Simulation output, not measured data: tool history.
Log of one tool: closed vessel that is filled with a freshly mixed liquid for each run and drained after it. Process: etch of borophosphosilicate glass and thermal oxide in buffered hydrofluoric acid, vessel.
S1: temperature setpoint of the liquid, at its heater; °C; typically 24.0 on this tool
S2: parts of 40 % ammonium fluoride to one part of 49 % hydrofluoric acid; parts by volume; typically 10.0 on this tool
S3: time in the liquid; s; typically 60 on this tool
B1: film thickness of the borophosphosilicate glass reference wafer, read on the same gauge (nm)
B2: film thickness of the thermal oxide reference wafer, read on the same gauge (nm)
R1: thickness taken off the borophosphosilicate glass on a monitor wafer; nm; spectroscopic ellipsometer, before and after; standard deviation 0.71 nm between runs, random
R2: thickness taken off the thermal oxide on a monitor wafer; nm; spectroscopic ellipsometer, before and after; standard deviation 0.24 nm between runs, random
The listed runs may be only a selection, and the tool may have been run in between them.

{"run": 1, "day": 0.0, "S1": 24.0, "S2": 8.5, "S3": 60, "B1": 150.01, "B2": 129.98, "R1": 136.35, "R2": 98.32}
{"run": 2, "day": 0.892, "S1": 24.0, "S2": 10.0, "S3": 60, "B1": 149.99, "B2": 130.0, "R1": 111.91, "R2": 82.22}
{"day": 1.529, "done": "gauge calibrated"}
{"run": 3, "day": 2.292, "S1": 21.5, "S2": 10.0, "S3": 50, "B1": 150.03, "B2": 130.0, "R1": 81.94, "R2": 59.63}
{"run": 4, "day": 2.979, "S1": 24.0, "S2": 10.0, "S3": 40, "B1": 149.99, "B2": 129.97, "R1": 76.03, "R2": 55.0}
{"day": 3.608, "done": "hydrofluoric acid flow meter replaced"}
{"run": 5, "day": 4.246, "S1": 24.0, "S2": 10.0, "S3": 40, "B1": 150.04, "B2": 129.99, "R1": 71.53, "R2": 51.21}
{"run": 6, "day": 4.942, "S1": 29.0, "S2": 6.5, "S3": 60, "B1": 150.01, "B2": 129.99, "R1": 208.92, "R2": 152.05}
{"run": 7, "day": 5.746, "S1": 24.0, "S2": 10.0, "S3": 60, "B1": 150.01, "B2": 130.0, "R1": 105.96, "R2": 77.75}
{"run": 8, "day": 6.933, "S1": 24.0, "S2": 10.0, "S3": 60, "B1": 149.98, "B2": 129.98, "R1": 106.77, "R2": 77.34}
{"day": 8.196, "done": "thermometer replaced"}
{"run": 9, "day": 8.279, "S1": 24.0, "S2": 10.0, "S3": 60, "B1": 149.97, "B2": 130.01, "R1": 105.71, "R2": 77.71}
{"run": 10, "day": 9.079, "S1": 26.5, "S2": 10.0, "S3": 30, "B1": 150.0, "B2": 130.0, "R1": 60.78, "R2": 44.51}
{"run": 11, "day": 9.896, "S1": 26.5, "S2": 10.0, "S3": 30, "B1": 149.98, "B2": 130.0, "R1": 60.4, "R2": 44.37}
{"run": 12, "day": 11.317, "S1": 24.0, "S2": 12.5, "S3": 85, "B1": 149.96, "B2": 130.01, "R1": 123.4, "R2": 89.69}
{"run": 13, "day": 11.988, "S1": 24.0, "S2": 11.0, "S3": 85, "B1": 149.97, "B2": 130.04, "R1": 138.55, "R2": 101.27}
{"run": 14, "day": 12.967, "S1": 19.5, "S2": 14.0, "S3": 60, "B1": 149.98, "B2": 130.0, "R1": 60.54, "R2": 44.01}
{"run": 15, "day": 14.183, "S1": 26.5, "S2": 10.0, "S3": 30, "B1": 150.03, "B2": 130.02, "R1": 61.42, "R2": 44.63}
{"run": 16, "day": 14.771, "S1": 26.0, "S2": 10.0, "S3": 30, "B1": 150.0, "B2": 129.97, "R1": 59.33, "R2": 43.45}
{"run": 17, "day": 16.088, "S1": 24.0, "S2": 10.0, "S3": 60, "B1": 150.04, "B2": 129.98, "R1": 108.1, "R2": 77.78}
{"run": 18, "day": 17.038, "S1": 24.0, "S2": 10.0, "S3": 80, "B1": 150.0, "B2": 129.99, "R1": 143.77, "R2": 104.02}
{"run": 19, "day": 18.462, "S1": 24.0, "S2": 10.0, "S3": 60, "B1": 150.02, "B2": 130.02, "R1": 107.73, "R2": 78.16}
{"run": 20, "day": 19.346, "S1": 24.0, "S2": 12.5, "S3": 45, "B1": 150.02, "B2": 130.0, "R1": 65.37, "R2": 47.78}
{"run": 21, "day": 20.625, "S1": 19.5, "S2": 13.5, "S3": 90, "B1": 149.98, "B2": 130.01, "R1": 96.0, "R2": 69.57}
{"run": 22, "day": 21.504, "S1": 28.0, "S2": 10.0, "S3": 40, "B1": 150.01, "B2": 130.01, "R1": 88.78, "R2": 65.27}
{"run": 23, "day": 22.046, "S1": 19.5, "S2": 12.0, "S3": 75, "B1": 149.95, "B2": 129.98, "R1": 89.47, "R2": 65.07}
{"run": 24, "day": 23.533, "S1": 19.5, "S2": 10.0, "S3": 70, "B1": 149.99, "B2": 130.01, "R1": 98.75, "R2": 71.23}
{"run": 25, "day": 24.283, "S1": 26.0, "S2": 8.5, "S3": 30, "B1": 149.99, "B2": 129.99, "R1": 69.53, "R2": 51.06}
{"run": 26, "day": 25.062, "S1": 24.0, "S2": 14.0, "S3": 60, "B1": 149.97, "B2": 129.99, "R1": 79.32, "R2": 57.82}

Alternative continuations, all from the tool just after run 26; predict every row:
{"run": "A", "day": 25.092, "S1": 24.0, "S2": 10.0, "S3": 60, "B1": "?", "B2": "?", "R1": "?", "R2": "?"}
{"run": "B", "day": 25.092, "S1": 26.5, "S2": 11.0, "S3": 30, "B1": "?", "B2": "?", "R1": "?", "R2": "?"}
{"run": "C", "day": 25.092, "S1": 24.0, "S2": 8.0, "S3": 45, "B1": "?", "B2": "?", "R1": "?", "R2": "?"}

run=A B1=149.99 B2=129.97 R1=107.90 R2=79.07
run=B B1=149.99 B2=129.97 R1=57.14 R2=41.96
run=C B1=149.99 B2=129.97 R1=100.75 R2=73.65
With the hidden condition removed and each run's random variation left untouched, the same runs would have given:
run=A R1=104.50 R2=76.60
run=B R1=54.40 R2=39.96
run=C R1=95.36 R2=69.75
